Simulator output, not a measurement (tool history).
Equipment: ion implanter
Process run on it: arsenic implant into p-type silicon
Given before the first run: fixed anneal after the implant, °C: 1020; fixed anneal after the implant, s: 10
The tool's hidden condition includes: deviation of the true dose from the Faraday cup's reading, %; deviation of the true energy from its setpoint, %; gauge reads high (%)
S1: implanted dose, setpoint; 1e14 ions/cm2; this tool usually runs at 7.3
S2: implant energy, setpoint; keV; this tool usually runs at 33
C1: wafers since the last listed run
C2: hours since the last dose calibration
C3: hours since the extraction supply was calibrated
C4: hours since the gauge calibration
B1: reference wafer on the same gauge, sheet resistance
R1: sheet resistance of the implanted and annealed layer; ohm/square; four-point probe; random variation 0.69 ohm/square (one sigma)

run 1 hour=0 | S1=7.3 S2=33 | C1=0 C2=19.4 C3=2486 C4=53 | B1=163.91 | R1=155.7
-- hour=30.2 extraction supply calibrated
run 2 hour=47.3 | S1=7.3 S2=33 | C1=716 C2=66.7 C3=17.1 C4=100.3 | B1=164.2 | R1=156.4
run 3 hour=168.9 | S1=7.3 S2=33 | C1=2218 C2=188.3 C3=138.7 C4=221.9 | B1=164.38 | R1=156.48
run 4 hour=259.2 | S1=7.3 S2=33 | C1=1647 C2=278.6 C3=229 C4=312.2 | B1=163.7 | R1=156.35
run 5 hour=334.2 | S1=7.3 S2=33 | C1=1368 C2=353.6 C3=304 C4=387.2 | B1=163.92 | R1=157.83
run 6 hour=434.7 | S1=7.3 S2=33 | C1=1833 C2=454.1 C3=404.5 C4=487.7 | B1=164.04 | R1=156.7
run 7 hour=538.7 | S1=7.3 S2=33 | C1=1897 C2=558.1 C3=508.5 C4=591.7 | B1=163.73 | R1=156.3
run 8 hour=613.3 | S1=7.3 S2=33 | C1=1360 C2=632.7 C3=583.1 C4=666.3 | B1=164.15 | R1=157.92
run 9 hour=654.1 | S1=7.3 S2=33 | C1=744 C2=673.5 C3=623.9 C4=707.1 | B1=164.08 | R1=159.44
-- hour=764.9 Faraday cup replaced and dose calibrated
run 10 hour=765.4 | S1=7.3 S2=33 | C1=1884 C2=0.5 C3=735.2 C4=818.4 | B1=164.4 | R1=157.44
run 11 hour=815 | S1=7.3 S2=33 | C1=904 C2=50.1 C3=784.8 C4=868 | B1=164.1 | R1=157.72
run 12 hour=918.4 | S1=6.37 S2=33 | C1=1886 C2=153.5 C3=888.2 C4=971.4 | B1=163.86 | R1=173.5
run 13 hour=994.8 | S1=7.3 S2=33 | C1=1393 C2=229.9 C3=964.6 C4=1047.8 | B1=164.38 | R1=157.42
run 14 hour=1061.4 | S1=7.3 S2=33 | C1=1214 C2=296.5 C3=1031.2 C4=1114.4 | B1=164.23 | R1=155.76
run 15 hour=1153.4 | S1=9.45 S2=43.5 | C1=1678 C2=388.5 C3=1123.2 C4=1206.4 | B1=164.16 | R1=124.11
run 16 hour=1198.7 | S1=9.45 S2=33 | C1=826 C2=433.8 C3=1168.5 C4=1251.7 | B1=163.82 | R1=132.16
run 17 hour=1429 | S1=7.3 S2=33 | C1=4201 C2=664.1 C3=1398.8 C4=1482 | B1=164.16 | R1=158.69
run 18 hour=1467.8 | S1=7.3 S2=33 | C1=707 C2=702.9 C3=1437.6 C4=1520.8 | B1=163.67 | R1=159.44
-- hour=1514.5 Faraday cup replaced and dose calibrated
run 19 hour=1634.7 | S1=5.2 S2=27 | C1=2898 C2=120.2 C3=1604.5 C4=1687.7 | B1=164.34 | R1=208.36
run 20 hour=1740.9 | S1=6.12 S2=26.5 | C1=1937 C2=226.4 C3=1710.7 C4=1793.9 | B1=164.27 | R1=185.51
run 21 hour=1804.7 | S1=8.67 S2=33 | C1=1163 C2=290.2 C3=1774.5 C4=1857.7 | B1=163.97 | R1=138.74
run 22 hour=1872.5 | S1=9.11 S2=26 | C1=1236 C2=358 C3=1842.3 C4=1925.5 | B1=164.07 | R1=143.26
run 23 hour=1919.1 | S1=5.72 S2=38 | C1=850 C2=404.6 C3=1888.9 C4=1972.1 | B1=163.91 | R1=184.76
run 24 hour=1955.4 | S1=8.32 S2=30 | C1=662 C2=440.9 C3=1925.2 C4=2008.4 | B1=164.37 | R1=147.34
run 25 hour=2044 | S1=5.2 S2=44 | C1=1616 C2=529.5 C3=2013.8 C4=2097 | B1=164.08 | R1=193.91
-- hour=2048.9 gauge calibrated
run 26 hour=2117.1 | S1=8.4 S2=39 | C1=1333 C2=602.6 C3=2086.9 C4=68.2 | B1=163.97 | R1=138.81
run 27 hour=2222.7 | S1=8.21 S2=37.5 | C1=1926 C2=708.2 C3=2192.5 C4=173.8 | B1=164.15 | R1=142.73
-- hour=2241.3 extraction supply calibrated
run 28 hour=2311.7 | S1=9.4 S2=42.5 | C1=1477 C2=797.2 C3=70.4 C4=262.8 | B1=164.15 | R1=127.03
-- hour=2332 Faraday cup replaced and dose calibrated
run 29 hour=2416.3 | S1=9.34 S2=33 | C1=1762 C2=84.3 C3=175 C4=367.4 | B1=164.17 | R1=132.62
run 30 hour=2504 | S1=8.4 S2=39 | C1=1599 C2=172 C3=262.7 C4=455.1 | B1=163.88 | R1=137.51
run 31 hour=2585.8 | S1=7.3 S2=33 | C1=1492 C2=253.8 C3=344.5 C4=536.9 | B1=163.97 | R1=157.44
run 32 hour=2649.2 | S1=8.55 S2=27.5 | C1=1156 C2=317.2 C3=407.9 C4=600.3 | B1=164.08 | R1=145.84
run 33 hour=2746.1 | S1=7.3 S2=28 | C1=1767 C2=414.1 C3=504.8 C4=697.2 | B1=163.91 | R1=162.93
run 34 hour=2795.4 | S1=5.72 S2=38 | C1=899 C2=463.4 C3=554.1 C4=746.5 | B1=164.04 | R1=184.48
run 35 hour=3101.8 | S1=5.19 S2=33 | C1=5589 C2=769.8 C3=860.5 C4=1052.9 | B1=164.06 | R1=207.52
run 36 hour=3157.2 | S1=7.3 S2=33 | C1=1010 C2=825.2 C3=915.9 C4=1108.3 | B1=163.83 | R1=161.02
-- hour=3183.1 Faraday cup replaced and dose calibrated
run 37 hour=3261.7 | S1=8.36 S2=42.5 | C1=1760 C2=78.6 C3=1020.4 C4=1212.8 | B1=163.87 | R1=135.05

Forecast each of these 4 alternatives for the next run:
run A hour=3262.1 | S1=7.3 S2=33 | C1=7 C2=79 C3=1020.8 C4=1213.2 | B1=? | R1=?
run B hour=3262.1 | S1=8.46 S2=29.5 | C1=7 C2=79 C3=1020.8 C4=1213.2 | B1=? | R1=?
run C hour=3262.1 | S1=5.33 S2=40 | C1=7 C2=79 C3=1020.8 C4=1213.2 | B1=? | R1=?
run D hour=3262.1 | S1=8.31 S2=22.5 | C1=7 C2=79 C3=1020.8 C4=1213.2 | B1=? | R1=?

run=A B1=164.02 R1=156.12
run=B B1=164.02 R1=144.26
run=C B1=164.02 R1=191.21
run=D B1=164.02 R1=155.25
What these runs would have given with no unlogged condition in the tool:
run=A R1=155.74
run=B R1=143.93
run=C R1=190.72
run=D R1=154.93

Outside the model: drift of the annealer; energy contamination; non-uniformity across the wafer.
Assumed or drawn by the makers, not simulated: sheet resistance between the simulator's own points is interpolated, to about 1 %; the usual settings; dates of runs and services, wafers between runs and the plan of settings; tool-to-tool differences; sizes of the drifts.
